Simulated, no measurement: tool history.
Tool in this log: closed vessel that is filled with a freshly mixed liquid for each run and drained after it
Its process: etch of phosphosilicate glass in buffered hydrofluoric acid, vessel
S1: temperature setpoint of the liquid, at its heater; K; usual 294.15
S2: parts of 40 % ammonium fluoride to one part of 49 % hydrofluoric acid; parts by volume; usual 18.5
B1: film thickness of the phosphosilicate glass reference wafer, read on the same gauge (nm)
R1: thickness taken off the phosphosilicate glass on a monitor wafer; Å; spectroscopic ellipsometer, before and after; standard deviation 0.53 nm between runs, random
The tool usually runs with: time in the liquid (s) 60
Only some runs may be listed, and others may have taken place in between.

run 1 hour=0 | S1=294.15 S2=18.5 time_in_the_liquid_(s)=60 | B1=79.99 | R1=1371.1
run 2 hour=30.8 | S1=294.15 S2=18.5 time_in_the_liquid_(s)=60 | B1=80 | R1=1372.6
run 3 hour=61.7 | S1=294.15 S2=18.5 time_in_the_liquid_(s)=60 | B1=80 | R1=1375.7
run 4 hour=95.8 | S1=294.15 S2=18.5 time_in_the_liquid_(s)=60 | B1=80 | R1=1378.6
run 5 hour=125.8 | S1=294.15 S2=18.5 time_in_the_liquid_(s)=60 | B1=79.98 | R1=1382.5
run 6 hour=144.8 | S1=294.15 S2=18.5 time_in_the_liquid_(s)=60 | B1=80 | R1=1389.8
run 7 hour=166.6 | S1=294.15 S2=18.5 time_in_the_liquid_(s)=60 | B1=80 | R1=1396.6
run 8 hour=200.7 | S1=294.15 S2=18.5 time_in_the_liquid_(s)=60 | B1=80 | R1=1399.2
run 9 hour=297.5 | S1=294.15 S2=18.5 time_in_the_liquid_(s)=60 | B1=80 | R1=1419.2
run 10 hour=330.7 | S1=294.15 S2=16.5 time_in_the_liquid_(s)=50 | B1=79.99 | R1=1319.1
-- hour=344.9 hydrofluoric acid flow meter replaced
-- hour=350.7 gauge calibrated
run 11 hour=364.2 | S1=294.15 S2=16.5 time_in_the_liquid_(s)=50 | B1=79.99 | R1=1316
run 12 hour=390.3 | S1=294.15 S2=18.5 time_in_the_liquid_(s)=60 | B1=79.99 | R1=1419.8
run 13 hour=421.8 | S1=294.15 S2=25 time_in_the_liquid_(s)=30 | B1=79.99 | R1=563.5
-- hour=428.8 thermometer replaced
run 14 hour=441.5 | S1=295.65 S2=12.5 time_in_the_liquid_(s)=60 | B1=80.03 | R1=2350.1
run 15 hour=459.4 | S1=295.65 S2=15 time_in_the_liquid_(s)=90 | B1=79.96 | R1=2954.8
run 16 hour=492.5 | S1=298.15 S2=26 time_in_the_liquid_(s)=35 | B1=80.01 | R1=833.5
run 17 hour=521.1 | S1=294.15 S2=18.5 time_in_the_liquid_(s)=75 | B1=79.96 | R1=1862.7
run 18 hour=535.8 | S1=294.15 S2=16.5 time_in_the_liquid_(s)=50 | B1=80 | R1=1378.9
-- hour=559.4 thermometer replaced, repeated, since the last time left the tool worse
run 19 hour=565.4 | S1=290.15 S2=18.5 time_in_the_liquid_(s)=75 | B1=80 | R1=1344.7
run 20 hour=578.7 | S1=290.15 S2=18.5 time_in_the_liquid_(s)=60 | B1=79.98 | R1=1076.6
run 21 hour=592.2 | S1=294.15 S2=18.5 time_in_the_liquid_(s)=60 | B1=80 | R1=1362
run 22 hour=614 | S1=299.15 S2=13 time_in_the_liquid_(s)=40 | B1=80 | R1=1682.2
run 23 hour=644.9 | S1=291.65 S2=16 time_in_the_liquid_(s)=60 | B1=79.99 | R1=1377.2

Forecast run 24:
run 24 hour=674 | S1=296.15 S2=25.5 time_in_the_liquid_(s)=95 | B1=? | R1=?

B1: 80.01
R1: 1897.1 Å
Take away the tool's hidden state, keep the run-to-run variation as it was, and the same run would have given R1 1864.9 Å.
